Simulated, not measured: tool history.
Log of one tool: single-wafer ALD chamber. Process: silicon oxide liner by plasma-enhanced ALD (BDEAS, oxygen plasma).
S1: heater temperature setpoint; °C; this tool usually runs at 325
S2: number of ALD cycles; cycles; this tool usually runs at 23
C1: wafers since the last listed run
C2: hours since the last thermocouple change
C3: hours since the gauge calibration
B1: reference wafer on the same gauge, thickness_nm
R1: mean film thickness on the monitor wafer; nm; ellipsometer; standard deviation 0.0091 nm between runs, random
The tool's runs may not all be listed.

run 1 hour=0.0 | S1=325 S2=21 | C1=0 C2=1326.0 C3=925.1 | B1=2.331 | R1=1.897
run 2 hour=37.5 | S1=325 S2=21 | C1=352 C2=1363.5 C3=962.6 | B1=2.332 | R1=1.902
run 3 hour=85.6 | S1=325 S2=21 | C1=452 C2=1411.6 C3=1010.7 | B1=2.329 | R1=1.900
run 4 hour=127.7 | S1=325 S2=20 | C1=395 C2=1453.7 C3=1052.8 | B1=2.329 | R1=1.800
run 5 hour=178.0 | S1=325 S2=20 | C1=472 C2=1504.0 C3=1103.1 | B1=2.330 | R1=1.809
run 6 hour=234.4 | S1=325 S2=23 | C1=530 C2=1560.4 C3=1159.5 | B1=2.330 | R1=2.045
run 7 hour=271.1 | S1=325 S2=23 | C1=345 C2=1597.1 C3=1196.2 | B1=2.332 | R1=2.078
run 8 hour=331.5 | S1=316 S2=23 | C1=567 C2=1657.5 C3=1256.6 | B1=2.330 | R1=2.079
run 9 hour=356.7 | S1=316 S2=23 | C1=236 C2=1682.7 C3=1281.8 | B1=2.328 | R1=2.074
run 10 hour=396.5 | S1=316 S2=23 | C1=374 C2=1722.5 C3=1321.6 | B1=2.328 | R1=2.081
-- hour=437.8 gauge calibrated
run 11 hour=482.3 | S1=325 S2=23 | C1=806 C2=1808.3 C3=44.5 | B1=2.330 | R1=2.046
run 12 hour=542.2 | S1=315 S2=20 | C1=563 C2=1868.2 C3=104.4 | B1=2.330 | R1=1.829
-- hour=586.3 thermocouple changed; heater temperature recalibrated
run 13 hour=586.8 | S1=325 S2=24 | C1=344 C2=0.5 C3=149.0 | B1=2.331 | R1=2.159
run 14 hour=650.8 | S1=340 S2=20 | C1=601 C2=64.5 C3=213.0 | B1=2.327 | R1=1.770
run 15 hour=677.7 | S1=336 S2=23 | C1=252 C2=91.4 C3=239.9 | B1=2.329 | R1=2.034
run 16 hour=707.0 | S1=316 S2=23 | C1=275 C2=120.7 C3=269.2 | B1=2.330 | R1=2.087
run 17 hour=806.6 | S1=325 S2=24 | C1=936 C2=220.3 C3=368.8 | B1=2.332 | R1=2.148
run 18 hour=830.7 | S1=335 S2=23 | C1=226 C2=244.4 C3=392.9 | B1=2.329 | R1=2.041
run 19 hour=872.4 | S1=311 S2=19 | C1=392 C2=286.1 C3=434.6 | B1=2.331 | R1=1.736
run 20 hour=925.8 | S1=314 S2=21 | C1=502 C2=339.5 C3=488.0 | B1=2.330 | R1=1.906
run 21 hour=997.4 | S1=321 S2=23 | C1=673 C2=411.1 C3=559.6 | B1=2.331 | R1=2.078
run 22 hour=1063.6 | S1=337 S2=23 | C1=622 C2=477.3 C3=625.8 | B1=2.329 | R1=2.022
run 23 hour=1096.1 | S1=325 S2=23 | C1=305 C2=509.8 C3=658.3 | B1=2.332 | R1=2.049

Exercise: give the hidden state of the tool at every run:
wafer temperature above the value expected at the setpoint (K): 0 at every run
gauge reads high (%): 0 at every run
